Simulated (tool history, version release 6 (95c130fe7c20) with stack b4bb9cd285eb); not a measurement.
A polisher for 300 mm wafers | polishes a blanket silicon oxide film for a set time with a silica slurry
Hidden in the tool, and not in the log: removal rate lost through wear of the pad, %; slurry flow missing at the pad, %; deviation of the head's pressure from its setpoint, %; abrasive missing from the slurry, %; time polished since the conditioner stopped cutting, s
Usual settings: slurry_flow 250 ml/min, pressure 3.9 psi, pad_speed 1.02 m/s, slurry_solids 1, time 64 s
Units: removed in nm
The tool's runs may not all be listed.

| run | hour | slurry_flow | pressure | pad_speed | slurry_solids | time | wafers since the last listed run | wafers polished on this pad | hours since the slurry nozzle was cleaned | hours since the head pressure was calibrated | hours since the slurry blender was calibrated | hours since the conditioning disc was replaced | incoming thickness of the incoming film, nm | removed |
|---|---|---|---|---|---|---|---|---|---|---|---|---|---|---|
| 1 | 0 | 250 | 3.9 | 1.02 | 1 | 81 | 0 | 990 | 644.7 | 235.9 | 70.5 | 328 | 1163.9 | 223.6 |
|  | 9.7 | conditioning disc replaced and pad reconditioned |
| 2 | 14.1 | 250 | 3.9 | 1.02 | 1 | 81 | 94 | 1084 | 658.8 | 250 | 84.6 | 4.4 | 1149.7 | 222.3 |
| 3 | 25.6 | 250 | 3.9 | 1.02 | 1 | 64 | 89 | 1174 | 670.3 | 261.5 | 96.1 | 15.9 | 1148 | 173.5 |
|  | 31.5 | worn pad replaced by a new one |
| 4 | 35.7 | 250 | 3.9 | 1.02 | 1 | 64 | 47 | 32 | 680.4 | 271.6 | 106.2 | 26 | 1181 | 174 |
| 5 | 45.7 | 250 | 3.9 | 1.02 | 1.15 | 64 | 77 | 110 | 690.4 | 281.6 | 116.2 | 36 | 1166.6 | 182.2 |
| 6 | 57.8 | 250 | 3.9 | 1.02 | 1.15 | 64 | 94 | 204 | 702.5 | 293.7 | 128.3 | 48.1 | 1156.7 | 184.1 |
| 7 | 67.8 | 250 | 3.9 | 1.02 | 1 | 64 | 77 | 282 | 712.5 | 303.7 | 138.3 | 58.1 | 1158.8 | 173.4 |
| 8 | 74.7 | 250 | 3.9 | 1.02 | 1 | 64 | 53 | 336 | 719.4 | 310.6 | 145.2 | 65 | 1165.8 | 176.8 |
| 9 | 86 | 310 | 3.9 | 1.02 | 1.15 | 64 | 87 | 424 | 730.7 | 321.9 | 156.5 | 76.3 | 1173.1 | 181.8 |
| 10 | 99.4 | 250 | 3.9 | 1.02 | 1 | 80 | 104 | 528 | 744.1 | 335.3 | 169.9 | 89.7 | 1157.8 | 217.3 |
| 11 | 112.4 | 250 | 3.9 | 0.84 | 1 | 64 | 101 | 629 | 757.1 | 348.3 | 182.9 | 102.7 | 1168.3 | 148.9 |
| 12 | 119.6 | 280 | 3.9 | 1.18 | 1 | 80 | 56 | 685 | 764.3 | 355.5 | 190.1 | 109.9 | 1189.2 | 244.8 |
|  | 123.3 | slurry nozzle cleaned |
| 13 | 126.1 | 250 | 3.9 | 0.9 | 0.9 | 76 | 42 | 728 | 2.8 | 362 | 196.6 | 116.4 | 1167.5 | 181.9 |
| 14 | 139.6 | 220 | 2.6 | 1.02 | 0.8 | 55 | 105 | 833 | 16.3 | 375.5 | 210.1 | 129.9 | 1167.4 | 90.6 |
|  | 142.1 | slurry blender recalibrated |
| 15 | 155.2 | 160 | 3.9 | 1.02 | 1.15 | 64 | 105 | 939 | 31.9 | 391.1 | 13.1 | 145.5 | 1169.6 | 174.8 |
| 16 | 168.3 | 250 | 3.9 | 1.02 | 0.9 | 64 | 102 | 1041 | 45 | 404.2 | 26.2 | 158.6 | 1163.8 | 167.6 |
| 17 | 174.6 | 165 | 5 | 1.02 | 0.85 | 79 | 49 | 1090 | 51.3 | 410.5 | 32.5 | 164.9 | 1157.1 | 248.4 |
|  | 184.2 | head pressure recalibrated |
| 18 | 187.7 | 275 | 4.5 | 1.02 | 1 | 51 | 86 | 1177 | 64.4 | 3.5 | 45.6 | 178 | 1189.4 | 166.3 |
| 19 | 204.7 | 275 | 3.9 | 1.02 | 1 | 64 | 132 | 1309 | 81.4 | 20.5 | 62.6 | 195 | 1186.8 | 179.6 |
| 20 | 219.3 | 250 | 3.9 | 1.16 | 1 | 84 | 113 | 1423 | 96 | 35.1 | 77.2 | 209.6 | 1154.6 | 259.5 |
|  | 230.3 | worn pad replaced by a new one |
| 21 | 233 | 305 | 3.9 | 1.02 | 1 | 51 | 75 | 21 | 109.7 | 48.8 | 90.9 | 223.3 | 1173.9 | 144.9 |
| 22 | 243.9 | 210 | 3.9 | 1.02 | 1 | 54 | 84 | 105 | 120.6 | 59.7 | 101.8 | 234.2 | 1183.2 | 147.6 |
| 23 | 269.1 | 225 | 3 | 1.02 | 0.7 | 85 | 196 | 302 | 145.8 | 84.9 | 127 | 259.4 | 1175.1 | 159.3 |
| 24 | 281.2 | 250 | 3.9 | 1.02 | 1 | 64 | 94 | 396 | 157.9 | 97 | 139.1 | 271.5 | 1175 | 176.8 |
| 25 | 289 | 215 | 3.9 | 1.02 | 1 | 64 | 60 | 457 | 165.7 | 104.8 | 146.9 | 279.3 | 1180.6 | 176.7 |
| 26 | 300.1 | 250 | 3.9 | 1.02 | 1 | 64 | 86 | 543 | 176.8 | 115.9 | 158 | 290.4 | 1179.8 | 178.5 |
| 27 | 311.8 | 250 | 2.6 | 1.02 | 1 | 80 | 91 | 634 | 188.5 | 127.6 | 169.7 | 302.1 | 1185.2 | 146.5 |

What the log doesn't show, run by run:
removal rate lost through wear of the pad, %: 0 in every run
slurry flow missing at the pad, %: 0 in every run
abrasive missing from the slurry, %: 0 in every run
time polished since the conditioner stopped cutting, s: 0 in every run
H1: deviation of the head's pressure from its setpoint, %
| run | H1 |
|---|---|
| 1 | -2.6 |
| 2 | -2.77 |
| 3 | -2.91 |
| 4 | -3.03 |
| 5 | -3.15 |
| 6 | -3.3 |
| 7 | -3.42 |
| 8 | -3.5 |
| 9 | -3.64 |
| 10 | -3.8 |
| 11 | -3.96 |
| 12 | -4.04 |
| 13 | -4.12 |
| 14 | -4.28 |
| 15 | -4.47 |
| 16 | -4.63 |
| 17 | -4.7 |
| 18 | -0.361 |
| 19 | -0.566 |
| 20 | -0.741 |
| 21 | -0.906 |
| 22 | -1.04 |
| 23 | -1.34 |
| 24 | -1.49 |
| 25 | -1.58 |
| 26 | -1.71 |
| 27 | -1.85 |

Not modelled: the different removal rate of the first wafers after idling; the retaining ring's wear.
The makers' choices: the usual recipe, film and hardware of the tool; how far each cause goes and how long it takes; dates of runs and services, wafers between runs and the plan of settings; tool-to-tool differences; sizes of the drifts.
